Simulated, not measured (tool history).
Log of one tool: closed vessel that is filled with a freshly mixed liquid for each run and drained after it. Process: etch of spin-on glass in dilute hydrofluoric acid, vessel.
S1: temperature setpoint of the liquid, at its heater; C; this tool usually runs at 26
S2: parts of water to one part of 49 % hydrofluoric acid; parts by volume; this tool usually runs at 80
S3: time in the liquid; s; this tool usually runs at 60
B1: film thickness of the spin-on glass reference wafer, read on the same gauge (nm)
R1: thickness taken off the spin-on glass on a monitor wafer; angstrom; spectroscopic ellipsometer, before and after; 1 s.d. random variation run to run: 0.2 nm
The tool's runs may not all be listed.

run,hour,S1,S2,S3,B1,R1
1,0,26,80,60,149.97,421.8
2,67,26,80,60,149.99,421.7
3,117,26,80,60,150,421.6
4,142.7,26,80,60,150.01,425.5
5,189.9,27.5,80,60,150,443.2
6,243.2,27.5,80,60,149.97,444.7
7,291.5,26,110,80,149.99,388.9
8,337.6,26,110,80,149.98,389.2
9,387.7,26,110,80,150,385.6
10,418.1,28,60,95,149.96,969.2
11,487.5,30,80,45,150.01,360.4
12,525,24.5,55,75,150.02,729.3
# hour 542.7: hydrofluoric acid flow meter replaced
13,562.9,26,80,60,150.01,408.9
14,590.8,28.5,100,60,150.03,350.8
# hour 622.5: gauge calibrated
# hour 645.8: thermometer replaced
15,656.9,26,65,90,150.01,806
16,722.3,21,40,80,150,979.3
17,791.1,21.5,70,50,150,342.9
18,840.6,26,80,60,150.03,422.5

4 ways to go on from here, each from the tool as it stands after run 18. What would each give?
A,841.3,26,80,30,?,?
B,841.3,30.5,80,30,?,?
C,841.3,26,60,60,?,?
D,841.3,24,80,60,?,?

run,B1,R1
A,149.97,213.3
B,149.97,254.2
C,149.97,584.1
D,149.97,393.7
Stripped of hidden state, with their random variation kept, the same runs would have yielded:
run,R1
A,218.9
B,260.6
C,599.6
D,404.2
